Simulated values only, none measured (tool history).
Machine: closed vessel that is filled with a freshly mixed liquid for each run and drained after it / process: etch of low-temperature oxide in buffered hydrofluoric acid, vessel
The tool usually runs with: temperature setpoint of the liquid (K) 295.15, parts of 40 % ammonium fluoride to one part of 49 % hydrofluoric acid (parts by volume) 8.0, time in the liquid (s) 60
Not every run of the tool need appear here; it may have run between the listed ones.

run	hour	temperature setpoint of the liquid (K)	parts of 40 % ammonium fluoride to one part of 49 % hydrofluoric acid (parts by volume)	time in the liquid (s)	read-back film thickness of the low-temperature oxide reference wafer, read on the same gauge (nm)	thickness taken off the low-temperature oxide on a monitor wafer (Å)
1	0.0	295.15	8.0	60	40.00	3014.8
2	7.1	295.15	8.0	60	40.01	3030.4
3	19.4	295.15	8.0	60	40.01	3028.6
4	31.9	291.15	8.0	75	40.02	3033.8
5	39.3	291.15	8.0	75	40.01	3064.0
6	49.9	291.15	8.0	75	39.99	3031.4
7	60.9	295.15	10.0	60	39.99	2389.8
8	78.5	295.15	8.0	60	40.00	3043.8
9	85.4	295.15	8.0	60	40.02	3047.6
10	98.0	295.15	8.0	60	40.01	3053.6
11	109.2	295.15	8.0	60	39.99	3059.0
12	126.0	295.15	8.0	60	39.99	3065.4
13	142.6	295.15	8.0	60	39.98	3064.1
14	148.9	292.15	11.0	35	40.00	1109.8
15	165.9	291.65	6.5	90	39.99	4523.3
# hour 188.5: hydrofluoric acid flow meter replaced
# hour 213.4: gauge calibrated
16	219.2	292.65	8.0	80	40.00	3117.5
# hour 222.7: thermometer replaced
17	235.8	291.15	8.0	75	40.01	2704.1
18	245.3	295.15	8.0	60	40.00	2677.1
19	260.2	295.15	8.0	60	40.02	2676.7
20	267.1	295.15	8.0	60	40.01	2692.7
21	273.4	295.15	8.0	90	39.98	4079.9
22	283.2	295.15	8.0	85	39.99	3846.2
23	297.5	292.15	8.0	35	39.99	1330.2
24	315.5	295.15	8.0	60	40.00	2689.0
25	327.8	299.65	10.5	90	40.00	4077.3
26	335.5	295.15	8.0	60	40.01	2723.3
27	346.0	295.15	9.0	75	40.00	3002.5
28	357.8	295.15	8.0	70	40.00	3189.0
29	367.7	292.15	8.0	85	39.98	3254.1
30	379.1	296.65	7.0	70	40.00	3973.0
31	387.5	295.15	8.0	60	40.02	2731.6
32	399.7	295.15	8.0	60	40.00	2748.7
33	413.9	290.15	8.0	75	40.00	2582.5

Below are 3 alternative next runs, each starting from the tool's condition after run 33. Predict each:
A	414.6	295.15	9.5	60	?	?
B	414.6	296.65	8.0	40	?	?
C	414.6	293.15	5.5	40	?	?

run	read-back film thickness of the low-temperature oxide reference wafer, read on the same gauge (nm)	thickness taken off the low-temperature oxide on a monitor wafer (Å)
A	40.00	2311.1
B	40.00	1988.3
C	40.00	2316.4
What these runs would have given with no unlogged condition in the tool:
run	thickness taken off the low-temperature oxide on a monitor wafer (Å)
A	2276.4
B	1937.3
C	2269.6

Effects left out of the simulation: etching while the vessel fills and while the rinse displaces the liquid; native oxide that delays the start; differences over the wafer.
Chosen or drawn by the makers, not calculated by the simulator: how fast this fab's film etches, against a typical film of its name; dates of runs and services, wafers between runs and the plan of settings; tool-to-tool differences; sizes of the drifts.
